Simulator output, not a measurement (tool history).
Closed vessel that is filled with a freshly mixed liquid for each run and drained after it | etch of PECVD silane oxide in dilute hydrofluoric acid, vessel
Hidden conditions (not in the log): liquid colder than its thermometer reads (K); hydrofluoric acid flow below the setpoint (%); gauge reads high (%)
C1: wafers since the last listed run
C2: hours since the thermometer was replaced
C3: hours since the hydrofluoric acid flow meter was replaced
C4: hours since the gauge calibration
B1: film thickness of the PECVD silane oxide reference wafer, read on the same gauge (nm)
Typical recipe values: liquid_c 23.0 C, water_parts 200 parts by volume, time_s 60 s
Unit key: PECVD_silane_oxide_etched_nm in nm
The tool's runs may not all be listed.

run 1 hour=0.0 | liquid_c=23.0 water_parts=200 time_s=60 | C1=0 C2=208.5 C3=679.0 C4=3208.0 | B1=86.90 | PECVD_silane_oxide_etched_nm=6.76
run 2 hour=86.5 | liquid_c=23.0 water_parts=200 time_s=60 | C1=12565 C2=295.0 C3=765.5 C4=3294.5 | B1=86.76 | PECVD_silane_oxide_etched_nm=6.74
run 3 hour=164.3 | liquid_c=23.0 water_parts=200 time_s=60 | C1=11301 C2=372.8 C3=843.3 C4=3372.3 | B1=86.52 | PECVD_silane_oxide_etched_nm=6.68
run 4 hour=210.3 | liquid_c=26.5 water_parts=200 time_s=60 | C1=6682 C2=418.8 C3=889.3 C4=3418.3 | B1=86.39 | PECVD_silane_oxide_etched_nm=7.59
run 5 hour=315.9 | liquid_c=23.0 water_parts=200 time_s=60 | C1=15339 C2=524.4 C3=994.9 C4=3523.9 | B1=86.17 | PECVD_silane_oxide_etched_nm=6.67
run 6 hour=415.5 | liquid_c=23.0 water_parts=200 time_s=60 | C1=14468 C2=624.0 C3=1094.5 C4=3623.5 | B1=85.94 | PECVD_silane_oxide_etched_nm=6.70
-- hour=500.2 gauge calibrated
run 7 hour=506.4 | liquid_c=23.0 water_parts=200 time_s=60 | C1=13204 C2=714.9 C3=1185.4 C4=6.2 | B1=89.98 | PECVD_silane_oxide_etched_nm=7.01
run 8 hour=571.0 | liquid_c=19.5 water_parts=200 time_s=75 | C1=9383 C2=779.5 C3=1250.0 C4=70.8 | B1=89.92 | PECVD_silane_oxide_etched_nm=7.61
run 9 hour=724.2 | liquid_c=19.5 water_parts=200 time_s=75 | C1=22254 C2=932.7 C3=1403.2 C4=224.0 | B1=89.91 | PECVD_silane_oxide_etched_nm=7.60
-- hour=768.4 thermometer replaced
run 10 hour=787.2 | liquid_c=23.0 water_parts=265 time_s=60 | C1=9006 C2=18.8 C3=1466.2 C4=287.0 | B1=89.90 | PECVD_silane_oxide_etched_nm=4.93
run 11 hour=1044.2 | liquid_c=23.0 water_parts=250 time_s=60 | C1=37332 C2=275.8 C3=1723.2 C4=544.0 | B1=89.81 | PECVD_silane_oxide_etched_nm=5.30
run 12 hour=1098.8 | liquid_c=25.0 water_parts=135 time_s=90 | C1=7931 C2=330.4 C3=1777.8 C4=598.6 | B1=89.84 | PECVD_silane_oxide_etched_nm=18.06
run 13 hour=1146.0 | liquid_c=25.5 water_parts=170 time_s=90 | C1=6856 C2=377.6 C3=1825.0 C4=645.8 | B1=89.85 | PECVD_silane_oxide_etched_nm=14.01
run 14 hour=1208.0 | liquid_c=23.0 water_parts=200 time_s=60 | C1=9006 C2=439.6 C3=1887.0 C4=707.8 | B1=89.80 | PECVD_silane_oxide_etched_nm=7.03
run 15 hour=1308.6 | liquid_c=23.0 water_parts=240 time_s=70 | C1=14613 C2=540.2 C3=1987.6 C4=808.4 | B1=89.73 | PECVD_silane_oxide_etched_nm=6.43
run 16 hour=1382.8 | liquid_c=18.5 water_parts=200 time_s=90 | C1=10778 C2=614.4 C3=2061.8 C4=882.6 | B1=89.71 | PECVD_silane_oxide_etched_nm=8.82
run 17 hour=1483.0 | liquid_c=18.5 water_parts=155 time_s=60 | C1=14555 C2=714.6 C3=2162.0 C4=982.8 | B1=89.65 | PECVD_silane_oxide_etched_nm=7.92
run 18 hour=1566.4 | liquid_c=23.0 water_parts=200 time_s=60 | C1=12114 C2=798.0 C3=2245.4 C4=1066.2 | B1=89.52 | PECVD_silane_oxide_etched_nm=6.94
run 19 hour=1616.6 | liquid_c=23.0 water_parts=200 time_s=60 | C1=7292 C2=848.2 C3=2295.6 C4=1116.4 | B1=89.57 | PECVD_silane_oxide_etched_nm=6.94
-- hour=1646.9 thermometer replaced
run 20 hour=1695.5 | liquid_c=26.5 water_parts=270 time_s=60 | C1=11315 C2=48.6 C3=2374.5 C4=1195.3 | B1=89.49 | PECVD_silane_oxide_etched_nm=5.39
run 21 hour=1782.9 | liquid_c=23.0 water_parts=200 time_s=60 | C1=12695 C2=136.0 C3=2461.9 C4=1282.7 | B1=89.34 | PECVD_silane_oxide_etched_nm=6.91
-- hour=1809.1 hydrofluoric acid flow meter replaced
run 22 hour=1819.2 | liquid_c=21.5 water_parts=160 time_s=40 | C1=5127 C2=172.3 C3=10.1 C4=1319.0 | B1=89.35 | PECVD_silane_oxide_etched_nm=5.70
run 23 hour=1914.2 | liquid_c=23.0 water_parts=200 time_s=60 | C1=13799 C2=267.3 C3=105.1 C4=1414.0 | B1=89.29 | PECVD_silane_oxide_etched_nm=6.91
run 24 hour=2015.7 | liquid_c=26.0 water_parts=165 time_s=85 | C1=14744 C2=368.8 C3=206.6 C4=1515.5 | B1=89.20 | PECVD_silane_oxide_etched_nm=13.88
run 25 hour=2102.8 | liquid_c=19.0 water_parts=200 time_s=60 | C1=12652 C2=455.9 C3=293.7 C4=1602.6 | B1=89.09 | PECVD_silane_oxide_etched_nm=5.91
run 26 hour=2165.1 | liquid_c=23.0 water_parts=200 time_s=60 | C1=9049 C2=518.2 C3=356.0 C4=1664.9 | B1=89.02 | PECVD_silane_oxide_etched_nm=6.88
run 27 hour=2209.9 | liquid_c=23.0 water_parts=115 time_s=40 | C1=6507 C2=563.0 C3=400.8 C4=1709.7 | B1=89.00 | PECVD_silane_oxide_etched_nm=8.80
run 28 hour=2312.7 | liquid_c=19.0 water_parts=100 time_s=80 | C1=14933 C2=665.8 C3=503.6 C4=1812.5 | B1=88.83 | PECVD_silane_oxide_etched_nm=17.53
run 29 hour=2358.7 | liquid_c=23.0 water_parts=280 time_s=60 | C1=6682 C2=711.8 C3=549.6 C4=1858.5 | B1=88.82 | PECVD_silane_oxide_etched_nm=4.54
run 30 hour=2439.0 | liquid_c=23.0 water_parts=200 time_s=60 | C1=11664 C2=792.1 C3=629.9 C4=1938.8 | B1=88.68 | PECVD_silane_oxide_etched_nm=6.87
run 31 hour=2543.8 | liquid_c=23.0 water_parts=230 time_s=75 | C1=15223 C2=896.9 C3=734.7 C4=2043.6 | B1=88.56 | PECVD_silane_oxide_etched_nm=7.22
run 32 hour=2580.9 | liquid_c=20.5 water_parts=140 time_s=60 | C1=5389 C2=934.0 C3=771.8 C4=2080.7 | B1=88.50 | PECVD_silane_oxide_etched_nm=9.49

Measured result minus the same run's result without the hidden state. Both carry the same run-to-run variation, though not necessarily the same gauge scatter:
run=1 PECVD_silane_oxide_etched_nm=-0.24
run=2 PECVD_silane_oxide_etched_nm=-0.25
run=3 PECVD_silane_oxide_etched_nm=-0.26
run=4 PECVD_silane_oxide_etched_nm=-0.31
run=5 PECVD_silane_oxide_etched_nm=-0.30
run=6 PECVD_silane_oxide_etched_nm=-0.32
run=7 PECVD_silane_oxide_etched_nm=+0.00
run=8 PECVD_silane_oxide_etched_nm=+0.00
run=9 PECVD_silane_oxide_etched_nm=+0.00
run=10 PECVD_silane_oxide_etched_nm=+0.00
run=11 PECVD_silane_oxide_etched_nm=-0.01
run=12 PECVD_silane_oxide_etched_nm=-0.03
run=13 PECVD_silane_oxide_etched_nm=-0.03
run=14 PECVD_silane_oxide_etched_nm=-0.02
run=15 PECVD_silane_oxide_etched_nm=-0.02
run=16 PECVD_silane_oxide_etched_nm=-0.03
run=17 PECVD_silane_oxide_etched_nm=-0.03
run=18 PECVD_silane_oxide_etched_nm=-0.03
run=19 PECVD_silane_oxide_etched_nm=-0.04
run=20 PECVD_silane_oxide_etched_nm=-0.04
run=21 PECVD_silane_oxide_etched_nm=-0.05
run=22 PECVD_silane_oxide_etched_nm=-0.04
run=23 PECVD_silane_oxide_etched_nm=-0.05
run=24 PECVD_silane_oxide_etched_nm=-0.13
run=25 PECVD_silane_oxide_etched_nm=-0.06
run=26 PECVD_silane_oxide_etched_nm=-0.08
run=27 PECVD_silane_oxide_etched_nm=-0.10
run=28 PECVD_silane_oxide_etched_nm=-0.22
run=29 PECVD_silane_oxide_etched_nm=-0.06
run=30 PECVD_silane_oxide_etched_nm=-0.10
run=31 PECVD_silane_oxide_etched_nm=-0.12
run=32 PECVD_silane_oxide_etched_nm=-0.16
